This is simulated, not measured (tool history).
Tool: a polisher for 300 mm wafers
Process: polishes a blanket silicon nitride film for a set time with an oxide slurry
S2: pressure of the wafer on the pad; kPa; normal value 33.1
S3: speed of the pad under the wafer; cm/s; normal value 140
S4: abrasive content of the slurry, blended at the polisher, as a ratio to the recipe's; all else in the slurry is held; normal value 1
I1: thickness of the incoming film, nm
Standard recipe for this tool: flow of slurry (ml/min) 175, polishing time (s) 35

{"run": 1, "day": 0.0, "flow of slurry (ml/min)": 175, "S2": 33.1, "S3": 110, "S4": 1, "polishing time (s)": 35, "I1": 250.4, "film removed (Å)": 308}
{"run": 2, "day": 3.046, "flow of slurry (ml/min)": 205, "S2": 26.2, "S3": 140, "S4": 1, "polishing time (s)": 35, "I1": 247.2, "film removed (Å)": 307}
{"run": 3, "day": 5.762, "flow of slurry (ml/min)": 175, "S2": 33.1, "S3": 140, "S4": 1, "polishing time (s)": 35, "I1": 253.6, "film removed (Å)": 365}
{"day": 7.367, "done": "worn pad replaced by a new one"}
{"run": 4, "day": 9.771, "flow of slurry (ml/min)": 175, "S2": 27.6, "S3": 140, "S4": 1, "polishing time (s)": 43, "I1": 251.2, "film removed (Å)": 386}
{"day": 10.167, "done": "slurry blender recalibrated"}
{"run": 5, "day": 13.912, "flow of slurry (ml/min)": 175, "S2": 27.6, "S3": 140, "S4": 1, "polishing time (s)": 43, "I1": 249.8, "film removed (Å)": 376}
{"day": 16.338, "done": "slurry nozzle cleaned"}
{"run": 6, "day": 18.279, "flow of slurry (ml/min)": 200, "S2": 33.1, "S3": 140, "S4": 1.15, "polishing time (s)": 35, "I1": 246.9, "film removed (Å)": 391}
{"day": 19.867, "done": "conditioning disc replaced and pad reconditioned"}
{"run": 7, "day": 22.25, "flow of slurry (ml/min)": 175, "S2": 33.1, "S3": 140, "S4": 1, "polishing time (s)": 35, "I1": 251.7, "film removed (Å)": 361}
{"day": 25.358, "done": "head pressure recalibrated"}
{"run": 8, "day": 26.129, "flow of slurry (ml/min)": 195, "S2": 33.1, "S3": 140, "S4": 1, "polishing time (s)": 35, "I1": 245, "film removed (Å)": 393}
{"run": 9, "day": 28.162, "flow of slurry (ml/min)": 175, "S2": 33.1, "S3": 140, "S4": 1, "polishing time (s)": 35, "I1": 250.3, "film removed (Å)": 377}
{"run": 10, "day": 30.629, "flow of slurry (ml/min)": 175, "S2": 41.4, "S3": 140, "S4": 1, "polishing time (s)": 35, "I1": 246, "film removed (Å)": 461}
{"run": 11, "day": 32.479, "flow of slurry (ml/min)": 175, "S2": 33.1, "S3": 140, "S4": 1, "polishing time (s)": 35, "I1": 254.8, "film removed (Å)": 376}
{"run": 12, "day": 36.55, "flow of slurry (ml/min)": 175, "S2": 42.1, "S3": 168, "S4": 1, "polishing time (s)": 28, "I1": 249.8, "film removed (Å)": 419}
{"day": 39.062, "done": "worn pad replaced by a new one"}
{"day": 40.308, "done": "slurry blender recalibrated"}
{"run": 13, "day": 40.925, "flow of slurry (ml/min)": 130, "S2": 33.1, "S3": 178, "S4": 1, "polishing time (s)": 43, "I1": 253.9, "film removed (Å)": 518}
{"run": 14, "day": 44.958, "flow of slurry (ml/min)": 175, "S2": 40, "S3": 102, "S4": 1, "polishing time (s)": 35, "I1": 250.1, "film removed (Å)": 348}
{"run": 15, "day": 47.2, "flow of slurry (ml/min)": 175, "S2": 33.1, "S3": 140, "S4": 1.15, "polishing time (s)": 40, "I1": 249.6, "film removed (Å)": 436}
{"day": 48.317, "done": "slurry nozzle cleaned"}
{"run": 16, "day": 48.892, "flow of slurry (ml/min)": 175, "S2": 33.1, "S3": 140, "S4": 1, "polishing time (s)": 35, "I1": 251.3, "film removed (Å)": 358}
{"day": 49.071, "done": "conditioning disc replaced and pad reconditioned"}
{"day": 50.525, "done": "head pressure recalibrated"}
{"run": 17, "day": 53.208, "flow of slurry (ml/min)": 175, "S2": 33.1, "S3": 140, "S4": 1, "polishing time (s)": 35, "I1": 255.3, "film removed (Å)": 373}
{"run": 18, "day": 56.325, "flow of slurry (ml/min)": 145, "S2": 22.1, "S3": 140, "S4": 1, "polishing time (s)": 35, "I1": 252, "film removed (Å)": 248}
{"run": 19, "day": 58.483, "flow of slurry (ml/min)": 175, "S2": 23.4, "S3": 140, "S4": 1.25, "polishing time (s)": 35, "I1": 249.9, "film removed (Å)": 293}
{"run": 20, "day": 60.312, "flow of slurry (ml/min)": 175, "S2": 33.1, "S3": 140, "S4": 0.9, "polishing time (s)": 35, "I1": 247.3, "film removed (Å)": 343}
{"run": 21, "day": 64.808, "flow of slurry (ml/min)": 235, "S2": 30.3, "S3": 140, "S4": 1, "polishing time (s)": 35, "I1": 247.9, "film removed (Å)": 343}
{"run": 22, "day": 67.362, "flow of slurry (ml/min)": 205, "S2": 24.1, "S3": 100, "S4": 1, "polishing time (s)": 27, "I1": 248, "film removed (Å)": 165}
{"day": 69.629, "done": "worn pad replaced by a new one"}
{"run": 23, "day": 70.758, "flow of slurry (ml/min)": 175, "S2": 33.1, "S3": 140, "S4": 1.15, "polishing time (s)": 40, "I1": 248.8, "film removed (Å)": 432}
{"day": 73.946, "done": "slurry blender recalibrated"}
{"run": 24, "day": 75.025, "flow of slurry (ml/min)": 130, "S2": 33.1, "S3": 178, "S4": 1, "polishing time (s)": 43, "I1": 249.8, "film removed (Å)": 511}
{"day": 77.392, "done": "slurry nozzle cleaned"}
{"run": 25, "day": 79.312, "flow of slurry (ml/min)": 220, "S2": 33.1, "S3": 108, "S4": 1, "polishing time (s)": 35, "I1": 248.1, "film removed (Å)": 301}
{"run": 26, "day": 81.017, "flow of slurry (ml/min)": 175, "S2": 33.1, "S3": 140, "S4": 0.85, "polishing time (s)": 35, "I1": 252.6, "film removed (Å)": 324}

Below are 3 alternative next runs, each starting from the tool's condition after run 26. Predict each:
{"run": "A", "day": 81.033, "flow of slurry (ml/min)": 175, "S2": 33.1, "S3": 140, "S4": 1, "polishing time (s)": 35, "I1": 246.2, "film removed (Å)": "?"}
{"run": "B", "day": 81.033, "flow of slurry (ml/min)": 120, "S2": 33.1, "S3": 110, "S4": 0.8, "polishing time (s)": 35, "I1": 246.2, "film removed (Å)": "?"}
{"run": "C", "day": 81.033, "flow of slurry (ml/min)": 175, "S2": 42.7, "S3": 112, "S4": 0.85, "polishing time (s)": 35, "I1": 246.2, "film removed (Å)": "?"}

run=A film_removed_(Å)=349
run=B film_removed_(Å)=257
run=C film_removed_(Å)=352
With no hidden state in the tool, these same runs would have given:
run=A film_removed_(Å)=375
run=B film_removed_(Å)=276
run=C film_removed_(Å)=378
